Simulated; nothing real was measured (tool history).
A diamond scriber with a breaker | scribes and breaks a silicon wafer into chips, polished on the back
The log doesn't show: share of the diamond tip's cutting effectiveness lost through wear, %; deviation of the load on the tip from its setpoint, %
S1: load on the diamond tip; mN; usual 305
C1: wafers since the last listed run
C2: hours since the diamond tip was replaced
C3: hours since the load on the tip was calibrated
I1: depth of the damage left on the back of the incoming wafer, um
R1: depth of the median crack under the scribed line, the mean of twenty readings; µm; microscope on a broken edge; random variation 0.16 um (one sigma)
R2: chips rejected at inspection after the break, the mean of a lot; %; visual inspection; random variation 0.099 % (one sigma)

run,hour,S1,C1,C2,C3,I1,R1,R2
1,0.0,305,0,375.3,943.8,0.03,12.87,1.40
2,35.5,305,92,410.8,979.3,0.05,12.32,1.47
3,65.6,305,78,440.9,1009.4,0.02,12.30,1.44
4,92.0,305,68,467.3,1035.8,0.04,12.75,1.29
5,121.3,305,76,496.6,1065.1,0.03,12.68,1.39
6,149.1,305,72,524.4,1092.9,0.04,12.57,1.36
7,181.2,305,83,556.5,1125.0,0.02,12.47,1.24
8,253.5,305,187,628.8,1197.3,0.04,12.68,1.46
9,288.6,369,91,663.9,1232.4,0.03,14.22,3.59
10,314.2,369,66,689.5,1258.0,0.05,14.23,3.68
11,334.8,282,53,710.1,1278.6,0.01,12.31,1.75
12,364.5,282,77,739.8,1308.3,0.02,12.13,1.70
13,400.1,282,92,775.4,1343.9,0.02,12.24,1.91
14,429.9,305,77,805.2,1373.7,0.04,12.46,1.55
# hour 499.8: diamond tip replaced by a new one
# hour 514.1: load on the tip recalibrated
15,536.4,336,265,36.6,22.3,0.02,13.59,2.23
16,608.3,336,186,108.5,94.2,0.01,13.38,1.98
17,642.2,235,87,142.4,128.1,0.01,10.78,4.84
18,665.9,235,61,166.1,151.8,0.01,10.95,5.73
19,682.2,305,42,182.4,168.1,0.03,12.74,1.33
20,702.1,305,51,202.3,188.0,0.03,12.80,1.48
21,721.7,273,50,221.9,207.6,0.04,11.94,1.85
22,754.2,305,84,254.4,240.1,0.04,12.67,1.53
23,769.1,391,38,269.3,255.0,0.04,15.02,5.03
24,791.2,349,57,291.4,277.1,0.04,13.94,2.74
25,817.6,374,68,317.8,303.5,0.04,14.33,3.91
26,838.8,328,54,339.0,324.7,0.03,13.53,1.70
27,852.5,265,35,352.7,338.4,0.01,11.82,2.51
28,867.3,228,38,367.5,353.2,0.02,10.60,6.54
29,886.8,219,50,387.0,372.7,0.02,10.34,7.94
30,914.0,231,70,414.2,399.9,0.05,10.89,5.69
31,945.7,254,82,445.9,431.6,0.04,11.55,3.34
32,958.3,271,32,458.5,444.2,0.05,11.87,2.23
33,975.1,305,43,475.3,461.0,0.02,12.73,1.55
34,988.4,370,34,488.6,474.3,0.04,14.17,3.62
35,1016.3,305,72,516.5,502.2,0.04,12.41,1.57
36,1038.6,225,57,538.8,524.5,0.02,10.41,6.99

Forecast each of these 3 alternatives for the next run:
A,1039.3,345,1,539.5,525.2,0.01,?,?
B,1039.3,348,1,539.5,525.2,0.01,?,?
C,1039.3,338,1,539.5,525.2,0.01,?,?

run,R1,R2
A,13.42,2.33
B,13.49,2.47
C,13.25,2.05
Without the tool's hidden state the same runs would have given:
run,R1,R2
A,13.42,2.33
B,13.49,2.47
C,13.25,2.05

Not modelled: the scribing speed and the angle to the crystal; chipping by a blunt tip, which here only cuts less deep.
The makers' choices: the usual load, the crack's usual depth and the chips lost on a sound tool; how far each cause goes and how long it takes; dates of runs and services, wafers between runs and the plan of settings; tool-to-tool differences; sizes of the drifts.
